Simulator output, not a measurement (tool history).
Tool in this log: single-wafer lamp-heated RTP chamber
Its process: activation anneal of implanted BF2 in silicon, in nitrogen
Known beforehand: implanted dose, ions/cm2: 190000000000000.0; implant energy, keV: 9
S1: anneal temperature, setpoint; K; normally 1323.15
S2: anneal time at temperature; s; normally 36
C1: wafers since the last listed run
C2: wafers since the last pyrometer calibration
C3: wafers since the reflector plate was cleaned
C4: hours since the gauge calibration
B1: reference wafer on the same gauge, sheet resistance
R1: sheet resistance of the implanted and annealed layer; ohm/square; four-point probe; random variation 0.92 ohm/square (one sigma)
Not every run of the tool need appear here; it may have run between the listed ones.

run	day	S1	S2	C1	C2	C3	C4	B1	R1
1	0.000	1323.15	36	0	5710	4316	1124.4	577.75	561.78
# day 4.162: pyrometer window cleaned and pyrometer calibrated
2	4.429	1323.15	36	1187	76	5503	1230.7	577.88	566.31
3	8.496	1323.15	36	1178	1255	6682	1328.3	578.49	564.66
4	11.179	1323.15	43	777	2033	7460	1392.7	578.44	557.88
5	14.233	1323.15	43	885	2919	8346	1466.0	577.82	556.56
6	17.567	1323.15	36	966	3885	9312	1546.0	577.61	560.12
# day 18.667: gauge calibrated
7	21.383	1323.15	36	1106	4992	10419	65.2	577.51	558.37
8	25.379	1323.15	36	1158	6150	11577	161.1	577.93	557.45
# day 27.267: pyrometer window cleaned and pyrometer calibrated
9	28.175	1323.15	36	713	263	12291	228.2	578.31	564.49
10	29.950	1341.15	36	514	777	12806	270.8	578.25	550.63
11	32.542	1297.15	55	751	1529	13557	333.0	578.14	563.51
12	35.083	1306.15	16	736	2266	14294	394.0	577.99	587.75
# day 35.783: reflector plate cleaned
13	36.958	1323.15	52	446	2713	340	439.0	577.76	552.82
14	39.696	1323.15	36	793	3506	1134	504.7	578.16	562.35
15	44.142	1341.15	56	1288	4795	2422	611.4	577.74	534.60
16	47.317	1323.15	36	920	5716	3343	687.6	577.68	561.28
# day 49.742: pyrometer window cleaned and pyrometer calibrated
17	51.171	1302.15	36	1020	413	4364	780.1	578.13	575.21

Estimate the outcome of run 18 from the log above:
18	54.512	1323.15	42	968	1382	5332	860.3	?	?

{"run 18": {"B1": 578.03, "R1": 559.92}}
Take away the tool's hidden state, keep the run-to-run variation as it was, and the same run would have given R1 566.13 ohm/square.
